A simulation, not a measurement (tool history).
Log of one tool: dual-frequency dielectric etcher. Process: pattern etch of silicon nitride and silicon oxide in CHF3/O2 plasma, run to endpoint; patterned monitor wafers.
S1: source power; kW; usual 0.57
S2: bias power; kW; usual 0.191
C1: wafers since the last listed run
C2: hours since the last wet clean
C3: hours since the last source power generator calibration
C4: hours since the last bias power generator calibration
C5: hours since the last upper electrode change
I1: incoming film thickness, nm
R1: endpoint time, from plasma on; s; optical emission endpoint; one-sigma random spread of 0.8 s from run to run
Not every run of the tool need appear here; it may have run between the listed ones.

| run | day | S1 | S2 | C1 | C2 | C3 | C4 | C5 | I1 | R1 |
|---|---|---|---|---|---|---|---|---|---|---|
| 1 | 0 | 0.64 | 0.191 | 0 | 322.8 | 1653.6 | 4058.7 | 5349.7 | 191.5 | 108.4 |
| 2 | 3.008 | 0.6 | 0.191 | 520 | 395 | 1725.8 | 4130.9 | 5421.9 | 190.7 | 110.8 |
| 3 | 5.35 | 0.57 | 0.191 | 405 | 451.2 | 1782 | 4187.1 | 5478.1 | 193 | 116.5 |
|  | 9.612 | wet clean of the chamber |
| 4 | 9.817 | 0.57 | 0.191 | 599 | 4.9 | 1889.2 | 4294.3 | 5585.3 | 191.3 | 118.6 |
| 5 | 12.783 | 0.57 | 0.158 | 513 | 76.1 | 1960.4 | 4365.5 | 5656.5 | 190.2 | 127.2 |
| 6 | 14.571 | 0.57 | 0.158 | 309 | 119 | 2003.3 | 4408.4 | 5699.4 | 190.7 | 127.8 |
| 7 | 17.171 | 0.57 | 0.191 | 449 | 181.4 | 2065.7 | 4470.8 | 5761.8 | 192.9 | 120.5 |
| 8 | 20.262 | 0.57 | 0.191 | 534 | 255.6 | 2139.9 | 4545 | 5836 | 193 | 119.4 |
|  | 22.267 | bias power generator calibrated |
| 9 | 25.938 | 0.57 | 0.191 | 953 | 391.8 | 2276.1 | 88.1 | 5972.2 | 191.9 | 117.2 |
| 10 | 28.229 | 0.57 | 0.191 | 396 | 446.8 | 2331.1 | 143.1 | 6027.2 | 193.3 | 117.3 |
|  | 29.258 | source power generator calibrated |
| 11 | 30.112 | 0.57 | 0.191 | 297 | 492 | 20.5 | 188.3 | 6072.4 | 191.5 | 115.3 |
| 12 | 34.088 | 0.5 | 0.206 | 687 | 587.4 | 115.9 | 283.7 | 6167.8 | 193 | 121.5 |
|  | 35.438 | wet clean of the chamber |
| 13 | 36.838 | 0.48 | 0.161 | 302 | 33.6 | 181.9 | 349.7 | 6233.8 | 191.7 | 145.2 |
| 14 | 39.129 | 0.57 | 0.191 | 396 | 88.6 | 236.9 | 404.7 | 6288.8 | 192 | 121 |
|  | 42.521 | upper electrode replaced |
| 15 | 42.846 | 0.63 | 0.179 | 470 | 177.8 | 326.1 | 493.9 | 7.8 | 191.3 | 115.9 |
| 16 | 44.971 | 0.46 | 0.156 | 367 | 228.8 | 377.1 | 544.9 | 58.8 | 190.7 | 148.3 |
| 17 | 49 | 0.69 | 0.215 | 697 | 325.5 | 473.8 | 641.6 | 155.5 | 191.8 | 100.2 |
| 18 | 51.246 | 0.5 | 0.162 | 388 | 379.4 | 527.7 | 695.5 | 209.4 | 192.8 | 138.1 |
| 19 | 55.521 | 0.69 | 0.177 | 739 | 482 | 630.3 | 798.1 | 312 | 194.4 | 108 |
| 20 | 57.112 | 0.57 | 0.171 | 275 | 520.2 | 668.5 | 836.3 | 350.2 | 191.4 | 121.6 |
|  | 59.575 | wet clean of the chamber |
| 21 | 59.596 | 0.57 | 0.191 | 256 | 0.5 | 728.1 | 895.9 | 409.8 | 192.4 | 122 |
| 22 | 62.417 | 0.57 | 0.191 | 488 | 68.2 | 795.8 | 963.6 | 477.5 | 191.7 | 119 |

The logged runs with the hidden state left out (each run's random variation unchanged):
Hidden conditions of the tool in this case: etch rate over this chamber's usual, %; source power that arrives over what is set, %; bias power that arrives over what is set, %.
| run | R1 |
|---|---|
| 1 | 112.2 |
| 2 | 115.3 |
| 3 | 121.9 |
| 4 | 118.9 |
| 5 | 128.2 |
| 6 | 129.3 |
| 7 | 122.5 |
| 8 | 122.1 |
| 9 | 121.2 |
| 10 | 121.8 |
| 11 | 120.2 |
| 12 | 127.7 |
| 13 | 144.5 |
| 14 | 120.9 |
| 15 | 116.7 |
| 16 | 150 |
| 17 | 102.2 |
| 18 | 141.4 |
| 19 | 111.5 |
| 20 | 125.9 |
| 21 | 121.5 |
| 22 | 119.2 |
